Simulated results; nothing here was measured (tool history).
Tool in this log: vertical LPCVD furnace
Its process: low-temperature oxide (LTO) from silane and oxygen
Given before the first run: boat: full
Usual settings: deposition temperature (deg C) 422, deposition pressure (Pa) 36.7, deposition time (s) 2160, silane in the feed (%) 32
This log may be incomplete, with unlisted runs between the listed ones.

| run | hour | deposition temperature (deg C) | deposition pressure (Pa) | deposition time (s) | silane in the feed (%) | read-back reference wafer on the same gauge, thickness | film thickness on the monitor wafer in the middle of the boat (nm) |
|---|---|---|---|---|---|---|---|
| 1 | 0 | 422 | 36.7 | 2160 | 32 | 501.56 | 405.02 |
| 2 | 34.9 | 422 | 36.7 | 2160 | 32 | 500.92 | 404.5 |
| 3 | 61.5 | 422 | 36.7 | 2160 | 32 | 500.43 | 404.46 |
| 4 | 89 | 415 | 36.7 | 1830 | 32 | 501.33 | 316.84 |
| 5 | 121.8 | 415 | 36.7 | 1830 | 32 | 501.32 | 315.47 |
| 6 | 156.6 | 415 | 36.7 | 1830 | 32 | 501 | 316.34 |
| 7 | 175.8 | 422 | 36.7 | 1710 | 32 | 500.98 | 320.6 |
| 8 | 191 | 430 | 36.7 | 1710 | 32 | 501.23 | 348.53 |
|  | 237.1 | silane flow controller replaced |
| 9 | 237.6 | 422 | 32.7 | 2160 | 32 | 500.95 | 358.27 |
| 10 | 242.7 | 422 | 32.7 | 2160 | 32 | 501.53 | 356.9 |
|  | 267.7 | thermocouples replaced and temperature profile calibrated |
| 11 | 268.2 | 422 | 32.7 | 2160 | 32 | 501.41 | 356.64 |
|  | 272.5 | gauge calibrated |
| 12 | 288.1 | 422 | 36.7 | 2730 | 32 | 500.53 | 510.3 |
| 13 | 310.8 | 422 | 36.7 | 2160 | 32 | 500.85 | 401.83 |
| 14 | 341.6 | 422 | 36.7 | 2160 | 32 | 501.26 | 404.27 |
|  | 394.6 | pressure gauge zeroed |
| 15 | 395.1 | 422 | 36.7 | 2160 | 35 | 501.29 | 475.58 |
| 16 | 400.2 | 422 | 43.3 | 2160 | 32 | 501.23 | 495.7 |
| 17 | 419.3 | 415 | 36.7 | 1830 | 32 | 501 | 330.41 |
| 18 | 451.7 | 422 | 44 | 2160 | 32 | 500.81 | 506.05 |
| 19 | 476.2 | 422 | 36.7 | 2160 | 32 | 500.85 | 418.45 |
| 20 | 504.6 | 422 | 44 | 2160 | 32 | 500.71 | 501.07 |
| 21 | 534.4 | 422 | 36.7 | 2160 | 34 | 501.48 | 451.09 |
| 22 | 550.2 | 422 | 32 | 1440 | 37 | 500.73 | 290.02 |
| 23 | 583.5 | 422 | 36.7 | 2160 | 32 | 500.57 | 413.74 |
| 24 | 605.8 | 422 | 28.7 | 1410 | 32 | 500.91 | 210.19 |
| 25 | 628.6 | 422 | 36.7 | 2160 | 32 | 501.4 | 410.97 |

Run 26 comes next. What will it give?
| 26 | 646.8 | 422 | 36.7 | 2160 | 32 | ? | ? |

read-back reference wafer on the same gauge, thickness: 500.65
film thickness on the monitor wafer in the middle of the boat (nm): 415.21
Had the tool carried no hidden state, the very same run would have given film thickness on the monitor wafer in the middle of the boat (nm) 424.
